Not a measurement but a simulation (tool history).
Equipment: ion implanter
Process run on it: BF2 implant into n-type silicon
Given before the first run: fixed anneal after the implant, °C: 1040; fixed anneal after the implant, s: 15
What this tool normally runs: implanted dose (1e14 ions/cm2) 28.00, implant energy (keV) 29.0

run	hour	implanted dose (1e14 ions/cm2)	implant energy (keV)	wafers since the last listed run	hours since the last dose calibration	hours since the extraction supply was calibrated	hours since the gauge calibration	read-back reference wafer on the same gauge, sheet resistance	sheet resistance of the implanted and annealed layer (ohm/square)
1	0.0	28.00	32.0	0	433.5	2964.7	764.9	85.04	100.27
2	67.7	28.00	32.0	1027	501.2	3032.4	832.6	85.06	100.08
3	133.5	28.00	32.0	998	567.0	3098.2	898.4	85.03	99.96
4	192.5	22.23	29.0	895	626.0	3157.2	957.4	85.01	106.84
5	231.9	23.12	29.0	598	665.4	3196.6	996.8	85.04	106.01
6	265.3	23.12	29.0	507	698.8	3230.0	1030.2	85.05	106.01
7	322.8	23.12	29.0	872	756.3	3287.5	1087.7	85.03	106.24
8	348.0	28.00	24.5	382	781.5	3312.7	1112.9	85.03	112.14
9	406.2	28.00	24.5	883	839.7	3370.9	1171.1	84.99	112.18
10	442.5	28.00	24.5	551	876.0	3407.2	1207.4	85.00	112.34
11	498.5	22.70	22.0	850	932.0	3463.2	1263.4	85.02	118.61
# hour 557.6: Faraday cup replaced and dose calibrated
12	558.1	22.70	22.0	783	0.5	3522.8	1323.0	84.99	118.81
# hour 584.5: gauge calibrated
# hour 615.5: extraction supply calibrated
13	619.7	28.00	38.5	813	62.1	4.2	35.2	85.00	89.86
14	654.7	28.00	29.0	531	97.1	39.2	70.2	84.99	102.57
15	687.7	22.71	24.5	500	130.1	72.2	103.2	85.03	111.68
16	723.6	23.90	36.5	544	166.0	108.1	139.1	84.97	93.57
17	782.9	35.22	29.0	900	225.3	167.4	198.4	85.00	101.01
18	817.1	21.61	22.0	519	259.5	201.6	232.6	85.01	117.37
19	875.5	28.00	29.0	886	317.9	260.0	291.0	85.04	102.64
20	926.5	28.00	29.0	774	368.9	311.0	342.0	84.99	102.38
21	981.6	34.00	21.0	836	424.0	366.1	397.1	84.96	115.53
22	1083.8	20.37	25.0	1551	526.2	468.3	499.3	85.01	112.35
23	1151.6	23.02	25.0	1029	594.0	536.1	567.1	84.98	111.50
24	1202.2	28.00	36.0	768	644.6	586.7	617.7	85.01	93.53

Run-by-run hidden state of the tool:
deviation of the true dose from the Faraday cup's reading, %: 0 in every run
gauge reads high (%): 0 in every run
H1: deviation of the true energy from its setpoint, %
run	H1
1	-4.05
2	-4.07
3	-4.09
4	-4.11
5	-4.13
6	-4.14
7	-4.15
8	-4.16
9	-4.17
10	-4.18
11	-4.2
12	-4.21
13	0.642
14	0.536
15	0.439
16	0.337
17	0.172
18	0.081
19	-0.07
20	-0.197
21	-0.329
22	-0.559
23	-0.703
24	-0.806
